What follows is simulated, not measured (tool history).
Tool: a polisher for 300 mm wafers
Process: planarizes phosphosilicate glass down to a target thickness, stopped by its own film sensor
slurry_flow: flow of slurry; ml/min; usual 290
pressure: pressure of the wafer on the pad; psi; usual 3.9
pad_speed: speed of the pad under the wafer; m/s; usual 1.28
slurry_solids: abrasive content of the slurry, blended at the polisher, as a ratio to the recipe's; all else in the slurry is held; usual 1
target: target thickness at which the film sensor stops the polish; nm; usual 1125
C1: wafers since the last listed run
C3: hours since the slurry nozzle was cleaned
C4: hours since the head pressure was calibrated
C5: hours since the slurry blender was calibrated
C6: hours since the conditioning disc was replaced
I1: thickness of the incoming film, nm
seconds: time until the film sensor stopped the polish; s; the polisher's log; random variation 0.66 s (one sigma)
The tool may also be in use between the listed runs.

run 1 hour=0 | slurry_flow=290 pressure=3.9 pad_speed=1.28 slurry_solids=1.2 target=1125 | C1=0 wafers_polished_on_this_pad=3 C3=15.3 C4=1110.7 C5=14.8 C6=80.7 | I1=1929 | seconds=78
run 2 hour=20.1 | slurry_flow=290 pressure=3.9 pad_speed=1.28 slurry_solids=1.2 target=1125 | C1=145 wafers_polished_on_this_pad=149 C3=35.4 C4=1130.8 C5=34.9 C6=100.8 | I1=1933.3 | seconds=78.3
run 3 hour=32.3 | slurry_flow=290 pressure=3.9 pad_speed=1.28 slurry_solids=1.2 target=1125 | C1=88 wafers_polished_on_this_pad=237 C3=47.6 C4=1143 C5=47.1 C6=113 | I1=1932 | seconds=79.4
run 4 hour=67.7 | slurry_flow=290 pressure=3.9 pad_speed=1.28 slurry_solids=1 target=1125 | C1=255 wafers_polished_on_this_pad=492 C3=83 C4=1178.4 C5=82.5 C6=148.4 | I1=1929.7 | seconds=89.9
run 5 hour=96.7 | slurry_flow=290 pressure=3.9 pad_speed=1.28 slurry_solids=1 target=1125 | C1=209 wafers_polished_on_this_pad=702 C3=112 C4=1207.4 C5=111.5 C6=177.4 | I1=1942.2 | seconds=94.1
run 6 hour=118.5 | slurry_flow=290 pressure=4.2 pad_speed=1.28 slurry_solids=1 target=1125 | C1=157 wafers_polished_on_this_pad=859 C3=133.8 C4=1229.2 C5=133.3 C6=199.2 | I1=1927.6 | seconds=88.8
-- hour=127.2 worn pad replaced by a new one
-- hour=135.2 conditioning disc replaced and pad reconditioned
run 7 hour=142.2 | slurry_flow=290 pressure=4.2 pad_speed=1.28 slurry_solids=1 target=1125 | C1=127 wafers_polished_on_this_pad=93 C3=157.5 C4=1252.9 C5=157 C6=7 | I1=1958.5 | seconds=82.8
run 8 hour=155.9 | slurry_flow=290 pressure=4.2 pad_speed=1.28 slurry_solids=1 target=1125 | C1=98 wafers_polished_on_this_pad=192 C3=171.2 C4=1266.6 C5=170.7 C6=20.7 | I1=1917.8 | seconds=79.4
run 9 hour=168.8 | slurry_flow=290 pressure=3.9 pad_speed=1.28 slurry_solids=1 target=1125 | C1=93 wafers_polished_on_this_pad=285 C3=184.1 C4=1279.5 C5=183.6 C6=33.6 | I1=1943.9 | seconds=88.7
run 10 hour=203.7 | slurry_flow=290 pressure=3.9 pad_speed=1.28 slurry_solids=1 target=1125 | C1=252 wafers_polished_on_this_pad=537 C3=219 C4=1314.4 C5=218.5 C6=68.5 | I1=1925.7 | seconds=86.6
-- hour=216 slurry blender recalibrated
-- hour=217.5 slurry nozzle cleaned
run 11 hour=226.7 | slurry_flow=290 pressure=3.9 pad_speed=1.28 slurry_solids=1 target=1125 | C1=144 wafers_polished_on_this_pad=682 C3=9.2 C4=1337.4 C5=10.7 C6=91.5 | I1=1942.3 | seconds=89.3
run 12 hour=247.7 | slurry_flow=355 pressure=4.9 pad_speed=0.88 slurry_solids=1 target=843 | C1=151 wafers_polished_on_this_pad=834 C3=30.2 C4=1358.4 C5=31.7 C6=112.5 | I1=1950.6 | seconds=133.4
run 13 hour=262 | slurry_flow=290 pressure=3.9 pad_speed=1.28 slurry_solids=1 target=1125 | C1=103 wafers_polished_on_this_pad=937 C3=44.5 C4=1372.7 C5=46 C6=126.8 | I1=1933.3 | seconds=92.2
-- hour=292.6 worn pad replaced by a new one
-- hour=332.9 conditioning disc replaced and pad reconditioned
run 14 hour=338.8 | slurry_flow=330 pressure=3.9 pad_speed=1.28 slurry_solids=0.85 target=1125 | C1=511 wafers_polished_on_this_pad=319 C3=121.3 C4=1449.5 C5=122.8 C6=5.9 | I1=1943.2 | seconds=99.5
-- hour=343 head pressure recalibrated
run 15 hour=354.8 | slurry_flow=290 pressure=3.9 pad_speed=1.28 slurry_solids=1 target=1125 | C1=101 wafers_polished_on_this_pad=420 C3=137.3 C4=11.8 C5=138.8 C6=21.9 | I1=1949.2 | seconds=81.6
run 16 hour=389.8 | slurry_flow=290 pressure=4.2 pad_speed=1.28 slurry_solids=1 target=1125 | C1=252 wafers_polished_on_this_pad=673 C3=172.3 C4=46.8 C5=173.8 C6=56.9 | I1=1930.9 | seconds=75.5

Forecast run 17:
run 17 hour=420.9 | slurry_flow=335 pressure=3.9 pad_speed=1.28 slurry_solids=1 target=1040 | C1=224 wafers_polished_on_this_pad=898 C3=203.4 C4=77.9 C5=204.9 C6=88 | I1=1972.8 | seconds=?

seconds: 93.3 s
Without the tool's hidden state the same run would have given seconds 89.5 s.

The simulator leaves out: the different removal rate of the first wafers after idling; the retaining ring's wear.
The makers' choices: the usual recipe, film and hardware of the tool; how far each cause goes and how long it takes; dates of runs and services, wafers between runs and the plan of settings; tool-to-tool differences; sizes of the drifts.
